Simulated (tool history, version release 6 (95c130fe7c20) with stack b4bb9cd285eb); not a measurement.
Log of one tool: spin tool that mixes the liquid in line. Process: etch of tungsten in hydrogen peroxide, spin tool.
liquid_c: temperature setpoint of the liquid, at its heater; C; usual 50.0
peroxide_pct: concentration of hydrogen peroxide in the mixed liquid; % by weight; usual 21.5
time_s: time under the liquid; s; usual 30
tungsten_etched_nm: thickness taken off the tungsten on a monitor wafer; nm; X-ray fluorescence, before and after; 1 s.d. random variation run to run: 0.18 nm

run,hour,liquid_c,peroxide_pct,time_s,"read-back film thickness of the tungsten reference wafer, read on the same gauge (nm)",tungsten_etched_nm
1,0.0,50.0,21.5,30,90.01,22.02
2,34.4,50.0,21.5,30,89.99,22.12
3,51.9,50.0,21.5,30,90.00,21.89
4,67.5,50.0,21.5,30,89.99,21.92
5,131.8,50.0,21.5,30,89.98,21.55
6,164.9,50.0,21.5,30,89.96,21.56
7,180.3,53.0,17.0,30,90.01,23.14
8,204.7,53.0,17.0,30,89.99,23.19
# hour 240.4: new drum of peroxide connected
9,240.9,50.0,21.5,30,90.01,21.25
# hour 249.6: gauge calibrated
10,256.4,57.5,24.0,30,89.97,35.91
# hour 264.7: peroxide flow meter replaced
11,271.8,50.0,21.5,15,89.98,10.67
# hour 279.4: heated supply line repaired
12,306.8,50.0,21.5,40,90.00,34.70
13,327.3,50.0,17.0,30,90.03,23.26
14,358.5,50.0,24.5,30,90.01,27.64
# hour 366.9: thermometer replaced
15,390.7,46.0,17.5,45,90.00,27.52
16,419.6,50.0,21.5,30,89.99,25.89
17,448.7,50.0,15.5,30,90.01,21.81
18,464.0,50.0,19.0,45,90.00,35.95

Predict each of these 3 candidate next runs independently; none follows another, all start after run 18:
A,464.4,50.0,21.5,30,?,?
B,464.4,53.0,17.0,15,?,?
C,464.4,46.5,21.5,45,?,?

run,"read-back film thickness of the tungsten reference wafer, read on the same gauge (nm)",tungsten_etched_nm
A,89.99,25.58
B,89.99,13.65
C,89.99,30.89
What these runs would have given with no unlogged condition in the tool:
run,tungsten_etched_nm
A,26.49
B,14.13
C,32.01

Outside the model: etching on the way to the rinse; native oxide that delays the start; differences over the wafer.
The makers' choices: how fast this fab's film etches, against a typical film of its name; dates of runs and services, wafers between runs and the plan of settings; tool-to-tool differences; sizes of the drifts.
